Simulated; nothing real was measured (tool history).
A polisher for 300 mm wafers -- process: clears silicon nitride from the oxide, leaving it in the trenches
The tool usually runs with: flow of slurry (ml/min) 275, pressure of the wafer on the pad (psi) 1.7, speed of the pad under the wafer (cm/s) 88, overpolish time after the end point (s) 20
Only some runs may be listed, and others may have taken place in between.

run	hour	flow of slurry (ml/min)	pressure of the wafer on the pad (psi)	speed of the pad under the wafer (cm/s)	overpolish time after the end point (s)	incoming thickness of the incoming film, nm	time until the end point was called (s)
1	0.0	275	1.7	88	20	60.4	170.9
2	59.9	275	1.7	88	20	58.9	168.7
# hour 78.0: worn pad replaced by a new one
3	86.2	275	1.7	88	20	60.9	159.8
# hour 101.9: slurry nozzle cleaned
4	141.7	275	1.7	88	20	60.1	162.9
5	190.0	275	1.7	88	20	60.4	166.1
6	235.8	275	1.7	66	20	59.4	219.5
7	271.8	275	1.7	66	20	59.5	218.2
# hour 332.8: head pressure recalibrated
8	350.8	275	1.7	66	20	60.3	225.9
9	405.1	275	2.2	88	16	59.6	143.5
10	445.6	275	2.2	88	16	60.2	144.3
# hour 476.3: worn pad replaced by a new one
11	510.2	275	1.7	88	20	60.0	158.4
12	560.9	275	1.7	88	20	60.0	160.8
13	627.8	275	1.7	88	20	60.1	164.5
# hour 651.6: head pressure recalibrated
14	670.4	275	1.7	88	20	59.0	160.4
# hour 677.1: slurry nozzle cleaned
15	715.9	275	1.7	88	20	61.2	167.7
16	774.6	275	1.7	88	20	60.4	172.7
17	834.0	275	1.7	88	20	60.7	175.1
18	873.0	275	2.0	88	17	60.3	156.9
# hour 886.2: worn pad replaced by a new one
19	920.8	275	1.7	64	30	61.2	221.9
20	984.1	275	1.7	88	20	59.1	160.8
# hour 993.1: head pressure recalibrated
21	1014.3	320	1.7	114	20	60.5	124.2
22	1053.8	235	1.7	70	20	61.1	216.4
23	1114.5	275	1.7	66	20	59.9	219.9
24	1142.4	315	1.7	88	8	59.8	161.8
25	1213.9	205	1.7	106	20	59.0	144.9
26	1241.1	275	1.7	88	20	59.8	171.4
27	1270.6	275	1.7	88	20	60.4	176.1
# hour 1306.0: worn pad replaced by a new one
28	1313.3	275	1.7	60	20	59.7	230.4
# hour 1342.6: head pressure recalibrated
# hour 1343.4: slurry nozzle cleaned
29	1377.7	250	1.7	88	20	60.3	161.0
30	1415.9	190	2.2	104	20	60.6	121.0
31	1447.2	330	1.7	88	12	60.2	159.2
32	1509.7	275	1.7	88	20	59.6	166.3
33	1570.6	275	2.1	108	10	58.8	113.6
34	1640.0	315	1.7	88	8	59.5	166.3
# hour 1671.2: head pressure recalibrated
# hour 1700.7: worn pad replaced by a new one
35	1710.1	275	1.7	98	28	59.7	139.1
36	1751.2	275	1.5	62	20	60.2	243.3

For each run, the measured value with the value that run would have given without the tool's hidden condition subtracted. The run-to-run variation is shared by both, the gauge scatter possibly not:
Hidden conditions of the tool in this case: removal rate lost through wear of the pad, %; slurry flow missing at the pad, %; deviation of the head's pressure from its setpoint, %.
run	time until the end point was called (s)
1	+12.1
2	+14.5
3	+3.1
4	+5.4
5	+7.4
6	+12.3
7	+14.1
8	+19.0
9	+14.0
10	+15.6
11	+2.9
12	+5.0
13	+7.9
14	+9.3
15	+11.6
16	+14.6
17	+17.3
18	+17.0
19	+2.9
20	+4.6
21	+4.5
22	+10.0
23	+13.4
24	+11.0
25	+12.4
26	+15.9
27	+17.6
28	+2.5
29	+4.3
30	+4.4
31	+7.0
32	+9.9
33	+8.5
34	+15.3
35	+0.6
36	+3.5
